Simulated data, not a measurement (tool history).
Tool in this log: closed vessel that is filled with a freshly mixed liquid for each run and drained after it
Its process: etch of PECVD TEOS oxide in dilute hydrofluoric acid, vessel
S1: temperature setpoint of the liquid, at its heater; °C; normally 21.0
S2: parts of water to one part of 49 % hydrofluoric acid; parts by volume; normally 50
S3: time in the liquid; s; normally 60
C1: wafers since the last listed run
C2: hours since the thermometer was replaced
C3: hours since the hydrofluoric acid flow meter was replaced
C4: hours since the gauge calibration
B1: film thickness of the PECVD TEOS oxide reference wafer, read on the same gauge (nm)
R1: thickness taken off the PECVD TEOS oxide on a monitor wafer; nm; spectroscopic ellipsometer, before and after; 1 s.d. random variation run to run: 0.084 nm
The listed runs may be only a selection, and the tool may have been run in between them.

{"run": 1, "hour": 0.0, "S1": 17.5, "S2": 50, "S3": 60, "C1": 0, "C2": 714.3, "C3": 1.6, "C4": 928.0, "B1": 79.97, "R1": 9.96}
{"hour": 43.8, "done": "gauge calibrated"}
{"run": 2, "hour": 48.4, "S1": 17.5, "S2": 50, "S3": 60, "C1": 4597, "C2": 762.7, "C3": 50.0, "C4": 4.6, "B1": 79.97, "R1": 9.94}
{"run": 3, "hour": 92.4, "S1": 17.5, "S2": 50, "S3": 60, "C1": 4179, "C2": 806.7, "C3": 94.0, "C4": 48.6, "B1": 80.0, "R1": 10.02}
{"run": 4, "hour": 144.2, "S1": 21.0, "S2": 50, "S3": 60, "C1": 4920, "C2": 858.5, "C3": 145.8, "C4": 100.4, "B1": 80.05, "R1": 11.66}
{"run": 5, "hour": 205.0, "S1": 21.0, "S2": 50, "S3": 60, "C1": 5775, "C2": 919.3, "C3": 206.6, "C4": 161.2, "B1": 79.99, "R1": 11.49}
{"run": 6, "hour": 249.8, "S1": 21.0, "S2": 50, "S3": 60, "C1": 4255, "C2": 964.1, "C3": 251.4, "C4": 206.0, "B1": 79.99, "R1": 11.47}
{"run": 7, "hour": 307.2, "S1": 21.0, "S2": 50, "S3": 60, "C1": 5452, "C2": 1021.5, "C3": 308.8, "C4": 263.4, "B1": 79.98, "R1": 11.51}
{"run": 8, "hour": 359.5, "S1": 21.0, "S2": 50, "S3": 60, "C1": 4968, "C2": 1073.8, "C3": 361.1, "C4": 315.7, "B1": 79.99, "R1": 11.61}
{"run": 9, "hour": 388.2, "S1": 21.0, "S2": 50, "S3": 60, "C1": 2726, "C2": 1102.5, "C3": 389.8, "C4": 344.4, "B1": 80.0, "R1": 11.44}
{"run": 10, "hour": 455.9, "S1": 21.0, "S2": 50, "S3": 65, "C1": 6431, "C2": 1170.2, "C3": 457.5, "C4": 412.1, "B1": 79.99, "R1": 12.25}
{"run": 11, "hour": 485.2, "S1": 21.0, "S2": 50, "S3": 65, "C1": 2783, "C2": 1199.5, "C3": 486.8, "C4": 441.4, "B1": 80.0, "R1": 12.21}
{"hour": 541.6, "done": "thermometer replaced"}
{"run": 12, "hour": 640.4, "S1": 24.0, "S2": 50, "S3": 60, "C1": 14648, "C2": 98.8, "C3": 642.0, "C4": 596.6, "B1": 80.02, "R1": 13.39}
{"run": 13, "hour": 709.7, "S1": 21.0, "S2": 50, "S3": 60, "C1": 6583, "C2": 168.1, "C3": 711.3, "C4": 665.9, "B1": 79.99, "R1": 11.77}
{"run": 14, "hour": 753.3, "S1": 21.0, "S2": 50, "S3": 60, "C1": 4141, "C2": 211.7, "C3": 754.9, "C4": 709.5, "B1": 79.99, "R1": 11.76}
{"run": 15, "hour": 798.8, "S1": 21.0, "S2": 50, "S3": 60, "C1": 4322, "C2": 257.2, "C3": 800.4, "C4": 755.0, "B1": 80.04, "R1": 11.85}
{"hour": 865.1, "done": "hydrofluoric acid flow meter replaced"}
{"run": 16, "hour": 870.8, "S1": 17.0, "S2": 30, "S3": 95, "C1": 6744, "C2": 329.2, "C3": 5.7, "C4": 827.0, "B1": 80.0, "R1": 27.01}
{"run": 17, "hour": 905.9, "S1": 17.0, "S2": 50, "S3": 60, "C1": 3334, "C2": 364.3, "C3": 40.8, "C4": 862.1, "B1": 80.04, "R1": 9.96}
{"hour": 935.8, "done": "gauge calibrated"}
{"run": 18, "hour": 955.1, "S1": 25.5, "S2": 50, "S3": 80, "C1": 4673, "C2": 413.5, "C3": 90.0, "C4": 19.3, "B1": 80.05, "R1": 18.93}
{"run": 19, "hour": 1021.6, "S1": 24.5, "S2": 60, "S3": 75, "C1": 6317, "C2": 480.0, "C3": 156.5, "C4": 85.8, "B1": 79.99, "R1": 13.89}
{"run": 20, "hour": 1051.7, "S1": 21.0, "S2": 50, "S3": 60, "C1": 2859, "C2": 510.1, "C3": 186.6, "C4": 115.9, "B1": 80.01, "R1": 11.6}
{"run": 21, "hour": 1080.3, "S1": 25.5, "S2": 30, "S3": 60, "C1": 2716, "C2": 538.7, "C3": 215.2, "C4": 144.5, "B1": 80.01, "R1": 24.15}
{"run": 22, "hour": 1147.3, "S1": 21.0, "S2": 65, "S3": 30, "C1": 6364, "C2": 605.7, "C3": 282.2, "C4": 211.5, "B1": 79.99, "R1": 4.4}

Run 23 is up next; what results do you expect?
{"run": 23, "hour": 1190.2, "S1": 23.0, "S2": 25, "S3": 45, "C1": 4075, "C2": 648.6, "C3": 325.1, "C4": 254.4, "B1": "?", "R1": "?"}

B1: 80.03
R1: 19.49 nm
Without the tool's hidden state the same run would have given R1 20.34 nm.
